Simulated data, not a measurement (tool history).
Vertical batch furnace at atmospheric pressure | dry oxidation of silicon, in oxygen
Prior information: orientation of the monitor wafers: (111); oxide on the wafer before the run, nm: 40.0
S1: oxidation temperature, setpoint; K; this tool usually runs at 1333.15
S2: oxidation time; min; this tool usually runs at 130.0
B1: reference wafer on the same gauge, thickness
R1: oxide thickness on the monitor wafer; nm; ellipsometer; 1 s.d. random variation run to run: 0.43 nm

run	hour	S1	S2	B1	R1
1	0.0	1353.15	130.0	174.83	192.02
2	71.5	1353.15	130.0	175.03	192.52
3	143.4	1333.15	130.0	175.01	173.97
4	180.6	1333.15	130.0	175.04	173.91
5	239.1	1333.15	151.5	174.99	188.58
6	297.7	1333.15	151.5	174.95	188.59
7	334.3	1333.15	151.5	175.13	188.02
# hour 355.4: gauge calibrated
8	405.8	1333.15	130.0	173.17	171.75
9	430.9	1345.15	130.0	173.39	183.34
# hour 503.0: boat lift adjusted
10	503.5	1352.15	90.0	173.82	156.27
11	579.9	1333.15	130.0	174.15	172.60
# hour 625.2: thermocouples replaced and temperature profile calibrated
12	625.7	1352.15	153.0	174.12	207.91
13	649.1	1333.15	158.5	174.33	192.00
14	700.1	1353.15	130.0	174.51	191.58
15	770.6	1342.15	153.5	174.67	198.89
16	824.1	1342.15	153.5	174.72	197.57
17	886.0	1349.15	163.5	174.95	213.11
18	914.3	1312.15	184.0	174.76	188.83

Some steps in R1 between neighbouring runs. How much of each would the tool show without its hidden state too (settings, what came in, random variation), and how much is left for the hidden state, with any gauge scatter that isn't in both results?
The tool's hidden condition here consists of: true tube temperature minus thermocouple reading, K; monitor wafer colder than the profiled boat position, K; gauge reads high (%).
Run 7 -> 8: S2 151.5 -> 130.0, gauge calibrated. R1 -16.27 nm: hidden state -2.00, all else -14.27.
Run 11 -> 12: S1 1333.15 -> 1352.15, S2 130.0 -> 153.0, thermocouples replaced and temperature profile calibrated. R1 +35.31 nm: hidden state +0.42, all else +34.89.
